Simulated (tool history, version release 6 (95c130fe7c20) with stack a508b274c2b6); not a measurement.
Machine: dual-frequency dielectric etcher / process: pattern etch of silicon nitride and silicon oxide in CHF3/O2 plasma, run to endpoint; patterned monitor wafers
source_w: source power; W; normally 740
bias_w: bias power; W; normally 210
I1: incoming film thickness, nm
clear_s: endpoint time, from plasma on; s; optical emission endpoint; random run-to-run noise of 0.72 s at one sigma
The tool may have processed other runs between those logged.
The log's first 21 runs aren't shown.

Run 22, hour 2002.4: usual settings but source_w 880 W, bias_w 169 W; I1 303.9. Result: clear_s 164.9 s.
Run 23, hour 2059.2: usual settings; I1 303.7. Result: clear_s 165.1 s.
Run 24, hour 2099.6: usual settings but source_w 630 W, bias_w 251 W; I1 308.7. Result: clear_s 168.8 s.
Run 25, hour 2196.0: usual settings but source_w 650 W, bias_w 161 W; I1 304.0. Result: clear_s 187.9 s.
Run 26, hour 2245.2: usual settings; I1 305.7. Result: clear_s 165.5 s.
At hour 2308.7: wet clean of the chamber.
Run 27, hour 2328.2: usual settings but source_w 920 W, bias_w 186 W; I1 304.9. Result: clear_s 156.2 s.
Run 28, hour 2406.9: usual settings but source_w 690 W, bias_w 259 W; I1 304.1. Result: clear_s 158.3 s.
At hour 2489.0: bias power generator calibrated.
Run 29, hour 2489.5: usual settings but source_w 630 W, bias_w 232 W; I1 303.9. Result: clear_s 169.8 s.
At hour 2523.3: upper electrode replaced.
At hour 2527.2: source power generator calibrated.
Run 30, hour 2769.3: usual settings but source_w 650 W, bias_w 253 W; I1 302.3. Result: clear_s 162.4 s.
Run 31, hour 2872.4: usual settings but source_w 900 W, bias_w 246 W; I1 300.6. Result: clear_s 143.8 s.
At hour 2948.3: wet clean of the chamber.
Run 32, hour 2979.6: usual settings but source_w 600 W, bias_w 245 W; I1 307.8. Result: clear_s 173.1 s.
Run 33, hour 3065.2: usual settings but source_w 790 W, bias_w 186 W; I1 303.8. Result: clear_s 167.3 s.
Run 34, hour 3124.8: usual settings but source_w 680 W, bias_w 194 W; I1 302.5. Result: clear_s 174.2 s.
Run 35, hour 3219.5: usual settings but source_w 920 W, bias_w 186 W; I1 301.8. Result: clear_s 156.5 s.

Forecast each of these 4 alternatives for the next run:
Run A, hour 3220.0: usual settings; I1 306.4. Result: clear_s ?.
Run B, hour 3220.0: usual settings but bias_w 252 W; I1 306.4. Result: clear_s ?.
Run C, hour 3220.0: usual settings but source_w 660 W; I1 306.4. Result: clear_s ?.
Run D, hour 3220.0: usual settings but source_w 610 W, bias_w 160 W; I1 306.4. Result: clear_s ?.

run  clear_s
  A    165.5
  B    156.4
  C    173.0
  D    193.4
With the hidden condition removed and each run's random variation left untouched, the same runs would have given:
run  clear_s
  A    165.5
  B    156.4
  C    173.0
  D    193.4
